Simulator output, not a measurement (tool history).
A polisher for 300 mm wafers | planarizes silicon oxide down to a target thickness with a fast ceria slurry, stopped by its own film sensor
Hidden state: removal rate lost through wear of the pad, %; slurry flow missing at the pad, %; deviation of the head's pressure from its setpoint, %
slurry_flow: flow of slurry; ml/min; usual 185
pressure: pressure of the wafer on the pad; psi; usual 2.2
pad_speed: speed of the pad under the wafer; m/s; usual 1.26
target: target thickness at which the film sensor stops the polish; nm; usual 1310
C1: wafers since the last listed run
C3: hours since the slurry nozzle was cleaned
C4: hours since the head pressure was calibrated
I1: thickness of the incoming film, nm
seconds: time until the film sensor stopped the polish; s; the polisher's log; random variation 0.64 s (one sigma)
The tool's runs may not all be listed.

Run 1, day 0.000: usual settings; C1 0; wafers polished on this pad 917; C3 128.2; C4 379.4; I1 1997.7. Result: seconds 42.0 s.
Run 2, day 3.842: usual settings; C1 983; wafers polished on this pad 1900; C3 220.4; C4 471.6; I1 2059.4. Result: seconds 46.3 s.
Run 3, day 7.738: usual settings but pad_speed 1.40 m/s, target 1501 nm; C1 996; wafers polished on this pad 2897; C3 313.9; C4 565.1; I1 2042.2. Result: seconds 30.8 s.
Run 4, day 12.167: usual settings but pad_speed 1.14 m/s; C1 1133; wafers polished on this pad 4030; C3 420.2; C4 671.4; I1 2028.9. Result: seconds 54.1 s.
At day 13.096: slurry nozzle cleaned.
At day 13.688: worn pad replaced by a new one.
Run 5, day 13.954: usual settings but pad_speed 1.14 m/s; C1 404; wafers polished on this pad 68; C3 20.6; C4 714.3; I1 2024.4. Result: seconds 52.1 s.
At day 14.117: head pressure recalibrated.
Run 6, day 25.471: usual settings but pad_speed 1.14 m/s; C1 2925; wafers polished on this pad 2994; C3 297.0; C4 272.5; I1 2031.2. Result: seconds 48.2 s.
Run 7, day 27.412: usual settings but pad_speed 1.08 m/s; C1 496; wafers polished on this pad 3491; C3 343.6; C4 319.1; I1 2013.6. Result: seconds 49.9 s.
Run 8, day 29.312: usual settings but pad_speed 1.08 m/s; C1 486; wafers polished on this pad 3977; C3 389.2; C4 364.7; I1 2038.6. Result: seconds 51.2 s.
At day 30.117: worn pad replaced by a new one.
At day 30.421: slurry nozzle cleaned.
At day 40.371: head pressure recalibrated.
Run 9, day 42.271: usual settings; C1 3241; wafers polished on this pad 3078; C3 284.4; C4 45.6; I1 2061.8. Result: seconds 45.6 s.
Run 10, day 44.946: usual settings; C1 684; wafers polished on this pad 3762; C3 348.6; C4 109.8; I1 2079.9. Result: seconds 46.5 s.
At day 46.638: slurry nozzle cleaned.
Run 11, day 48.217: usual settings; C1 826; wafers polished on this pad 4589; C3 37.9; C4 188.3; I1 2063.5. Result: seconds 46.2 s.
At day 48.521: worn pad replaced by a new one.
Run 12, day 52.083: usual settings but target 1468 nm; C1 946; wafers polished on this pad 911; C3 130.7; C4 281.1; I1 2015.5. Result: seconds 33.2 s.
Run 13, day 55.183: usual settings but pad_speed 1.14 m/s; C1 793; wafers polished on this pad 1704; C3 205.1; C4 355.5; I1 2046.2. Result: seconds 50.4 s.
Run 14, day 58.738: usual settings; C1 909; wafers polished on this pad 2614; C3 290.4; C4 440.8; I1 2045.4. Result: seconds 47.3 s.
Run 15, day 61.346: usual settings but slurry_flow 220 ml/min, pressure 2.8 psi, target 1428 nm; C1 667; wafers polished on this pad 3281; C3 353.0; C4 503.4; I1 2067.8. Result: seconds 31.1 s.
At day 63.412: worn pad replaced by a new one.
Run 16, day 64.138: usual settings but slurry_flow 210 ml/min; C1 671; wafers polished on this pad 185; C3 420.0; C4 570.4; I1 2078.9. Result: seconds 48.8 s.
At day 64.804: slurry nozzle cleaned.
At day 65.333: head pressure recalibrated.
Run 17, day 66.688: usual settings but pressure 1.8 psi, target 1065 nm; C1 620; wafers polished on this pad 806; C3 45.2; C4 32.5; I1 2019.2. Result: seconds 66.6 s.
Run 18, day 68.838: usual settings; C1 550; wafers polished on this pad 1356; C3 96.8; C4 84.1; I1 2034.1. Result: seconds 41.7 s.
Run 19, day 70.425: usual settings but slurry_flow 140 ml/min, pressure 1.5 psi, pad_speed 1.12 m/s; C1 406; wafers polished on this pad 1762; C3 134.9; C4 122.2; I1 2035.6. Result: seconds 70.7 s.

Run 20 comes next. What will it give?
Run 20, day 74.571: usual settings but slurry_flow 150 ml/min, pressure 2.8 psi, pad_speed 0.90 m/s, target 1555 nm; C1 1060; wafers polished on this pad 2823; C3 234.4; C4 221.7; I1 2023.4. Result: seconds ?.

Run 20 gave seconds 31.0 s.
Without the tool's hidden state the same run would have given seconds 31.6 s.
